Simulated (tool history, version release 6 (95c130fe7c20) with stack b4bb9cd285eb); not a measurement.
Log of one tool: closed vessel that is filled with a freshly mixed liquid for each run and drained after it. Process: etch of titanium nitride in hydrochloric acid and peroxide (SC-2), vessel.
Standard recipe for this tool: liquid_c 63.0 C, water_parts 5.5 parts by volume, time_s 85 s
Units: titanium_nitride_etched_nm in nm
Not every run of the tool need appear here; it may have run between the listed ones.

run,hour,liquid_c,water_parts,time_s,wafers since the last listed run,hours since the thermometer was replaced,hours since the chemicals flow meter was replaced,hours since the drum of peroxide was connected,hours since the gauge calibration,"read-back film thickness of the titanium nitride reference wafer, read on the same gauge (nm)",titanium_nitride_etched_nm
1,0.0,63.0,5.5,60,0,1955.1,1488.7,173.7,260.3,99.98,9.19
# hour 34.6: chemicals flow meter replaced
2,35.9,63.0,5.5,60,4034,1991.0,1.3,209.6,296.2,99.99,10.03
3,71.7,63.0,5.5,115,4139,2026.8,37.1,245.4,332.0,100.00,19.27
4,101.5,63.0,5.5,85,3445,2056.6,66.9,275.2,361.8,99.97,14.22
5,128.1,63.0,5.5,85,3075,2083.2,93.5,301.8,388.4,99.99,14.26
6,161.1,63.0,5.5,85,3815,2116.2,126.5,334.8,421.4,99.99,14.12
7,182.8,63.0,5.5,85,2508,2137.9,148.2,356.5,443.1,100.00,14.21
8,209.3,63.0,5.5,85,3063,2164.4,174.7,383.0,469.6,99.99,14.36
9,243.9,69.5,5.5,85,4000,2199.0,209.3,417.6,504.2,100.00,20.62
10,263.3,72.0,7.5,85,2242,2218.4,228.7,437.0,523.6,100.01,19.02
11,286.6,63.0,5.5,85,2693,2241.7,252.0,460.3,546.9,100.00,13.95
12,306.4,57.0,5.5,110,2289,2261.5,271.8,480.1,566.7,100.00,12.53
13,318.9,54.5,4.5,85,1445,2274.0,284.3,492.6,579.2,99.99,9.51
14,336.0,72.0,5.5,40,1977,2291.1,301.4,509.7,596.3,100.01,11.41
# hour 339.6: thermometer replaced
15,402.2,67.5,4.5,85,7538,62.6,367.6,575.9,662.5,100.02,21.46
16,417.8,63.0,5.5,85,1803,78.2,383.2,591.5,678.1,100.01,13.83
# hour 426.3: gauge calibrated
17,449.3,63.0,5.5,85,3641,109.7,414.7,623.0,23.0,99.98,14.24
# hour 452.6: new drum of peroxide connected
18,470.2,63.0,5.5,85,2300,130.6,435.6,17.6,43.9,100.00,13.86
19,486.4,72.0,7.5,85,1872,146.8,451.8,33.8,60.1,100.00,18.61
20,498.7,63.0,5.5,85,1422,159.1,464.1,46.1,72.4,100.00,13.91
21,515.4,63.0,5.5,50,1930,175.8,480.8,62.8,89.1,99.98,8.12
22,542.1,63.0,4.0,65,3086,202.5,507.5,89.5,115.8,100.00,13.26
23,556.4,55.5,5.5,125,1653,216.8,521.8,103.8,130.1,99.98,12.73
24,582.7,55.5,5.5,85,3040,243.1,548.1,130.1,156.4,99.99,8.63
25,601.9,63.0,5.5,60,2219,262.3,567.3,149.3,175.6,100.01,9.83
26,621.4,57.0,7.5,105,2254,281.8,586.8,168.8,195.1,99.99,9.14
27,647.8,63.0,6.5,85,3052,308.2,613.2,195.2,221.5,100.00,12.11
28,677.3,63.0,5.5,85,3410,337.7,642.7,224.7,251.0,100.00,13.69
29,693.9,53.5,7.0,125,1919,354.3,659.3,241.3,267.6,100.00,9.03

Hidden state or all else? Some run-to-run changes of titanium_nitride_etched_nm, split into what the settings, what came in and random variation would give without the hidden state, and what is left for the hidden state (with any gauge scatter that isn't in both results):
Hidden state at play: liquid hotter than its thermometer reads (K); chemicals flow below the setpoint (%); peroxide weaker than its label (%); gauge reads high (%).
Run 1 -> 2: chemicals flow meter replaced. titanium_nitride_etched_nm +0.84 nm: hidden state +0.90, all else -0.06.
Run 2 -> 3: time_s 60 -> 115. titanium_nitride_etched_nm +9.24 nm: hidden state -0.15, all else +9.39.
Run 14 -> 15: liquid_c 72.0 -> 67.5, water_parts 5.5 -> 4.5, time_s 40 -> 85, thermometer replaced. titanium_nitride_etched_nm +10.05 nm: hidden state -0.35, all else +10.40.

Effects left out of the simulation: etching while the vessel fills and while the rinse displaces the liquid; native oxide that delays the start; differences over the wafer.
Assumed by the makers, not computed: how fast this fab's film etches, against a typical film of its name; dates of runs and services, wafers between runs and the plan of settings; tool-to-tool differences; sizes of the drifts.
